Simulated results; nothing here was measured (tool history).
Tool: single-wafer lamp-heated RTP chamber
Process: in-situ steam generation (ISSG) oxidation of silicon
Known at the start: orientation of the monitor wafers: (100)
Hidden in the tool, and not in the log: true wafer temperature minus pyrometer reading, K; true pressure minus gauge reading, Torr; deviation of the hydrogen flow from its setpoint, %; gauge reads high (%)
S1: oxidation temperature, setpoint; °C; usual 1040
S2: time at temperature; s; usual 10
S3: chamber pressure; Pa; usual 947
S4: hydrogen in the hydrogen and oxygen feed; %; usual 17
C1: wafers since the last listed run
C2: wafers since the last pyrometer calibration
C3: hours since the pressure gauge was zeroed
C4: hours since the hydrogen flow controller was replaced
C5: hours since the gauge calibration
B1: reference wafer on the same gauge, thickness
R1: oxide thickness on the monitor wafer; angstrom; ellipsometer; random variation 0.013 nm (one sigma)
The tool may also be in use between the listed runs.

Run 1, hour 0.0: usual settings but S2 11 s; C1 0; C2 4881; C3 4016.3; C4 4062.9; C5 227.5; B1 2.987. Result: R1 38.13 angstrom.
Run 2, hour 13.8: usual settings but S1 1032 °C; C1 157; C2 5038; C3 4030.1; C4 4076.7; C5 241.3; B1 2.990. Result: R1 35.20 angstrom.
Run 3, hour 59.5: usual settings but S1 1032 °C; C1 520; C2 5558; C3 4075.8; C4 4122.4; C5 287.0; B1 2.995. Result: R1 35.23 angstrom.
Run 4, hour 86.9: usual settings but S1 1027 °C; C1 311; C2 5870; C3 4103.2; C4 4149.8; C5 314.4; B1 2.998. Result: R1 34.63 angstrom.
Run 5, hour 119.9: usual settings but S2 8 s; C1 375; C2 6245; C3 4136.2; C4 4182.8; C5 347.4; B1 3.003. Result: R1 32.97 angstrom.
At hour 133.9: gauge calibrated.
Run 6, hour 148.7: usual settings but S2 8 s; C1 327; C2 6573; C3 4165.0; C4 4211.6; C5 14.8; B1 2.960. Result: R1 32.38 angstrom.
At hour 237.0: hydrogen flow controller replaced.
Run 7, hour 237.5: usual settings but S2 8 s; C1 919; C2 7493; C3 4253.8; C4 0.5; C5 103.6; B1 2.964. Result: R1 32.50 angstrom.
Run 8, hour 261.0: usual settings but S1 1031 °C; C1 267; C2 7760; C3 4277.3; C4 24.0; C5 127.1; B1 2.970. Result: R1 35.04 angstrom.
At hour 283.7: pyrometer window cleaned and pyrometer calibrated.
Run 9, hour 287.9: usual settings but S1 1031 °C, S2 11 s, S3 1147 Pa, S4 24 %; C1 215; C2 47; C3 4304.2; C4 50.9; C5 154.0; B1 2.977. Result: R1 39.73 angstrom.
At hour 300.5: pressure gauge zeroed.
Run 10, hour 301.0: usual settings; C1 58; C2 105; C3 0.5; C4 64.0; C5 167.1; B1 2.976. Result: R1 35.97 angstrom.
Run 11, hour 314.8: usual settings; C1 157; C2 262; C3 14.3; C4 77.8; C5 180.9; B1 2.979. Result: R1 36.19 angstrom.
Run 12, hour 360.9: usual settings but S1 1030 °C, S3 920 Pa, S4 11 %; C1 524; C2 787; C3 60.4; C4 123.9; C5 227.0; B1 2.982. Result: R1 31.14 angstrom.
Run 13, hour 384.5: usual settings but S1 1022 °C, S2 12 s; C1 268; C2 1055; C3 84.0; C4 147.5; C5 250.6; B1 2.986. Result: R1 36.80 angstrom.
Run 14, hour 403.6: usual settings but S1 1025 °C, S4 21 %; C1 217; C2 1273; C3 103.1; C4 166.6; C5 269.7; B1 2.988. Result: R1 36.09 angstrom.

Forecast each of these 5 alternatives for the next run:
Run A, hour 404.0: usual settings but S4 25 %; C1 4; C2 1277; C3 103.5; C4 167.0; C5 270.1; B1 ?. Result: R1 ?.
Run B, hour 404.0: usual settings but S2 9 s; C1 4; C2 1277; C3 103.5; C4 167.0; C5 270.1; B1 ?. Result: R1 ?.
Run C, hour 404.0: usual settings but S1 1047 °C; C1 4; C2 1277; C3 103.5; C4 167.0; C5 270.1; B1 ?. Result: R1 ?.
Run D, hour 404.0: usual settings but S1 1024 °C, S2 8 s, S3 920 Pa; C1 4; C2 1277; C3 103.5; C4 167.0; C5 270.1; B1 ?. Result: R1 ?.
Run E, hour 404.0: usual settings but S4 11 %; C1 4; C2 1277; C3 103.5; C4 167.0; C5 270.1; B1 ?. Result: R1 ?.

run     B1     R1
  A  2.987  40.48
  B  2.987  34.70
  C  2.987  37.62
  D  2.987  30.82
  E  2.987  32.79
Without the tool's hidden state the same runs would have given:
run     R1
  A  40.10
  B  34.37
  C  37.26
  D  30.53
  E  32.48
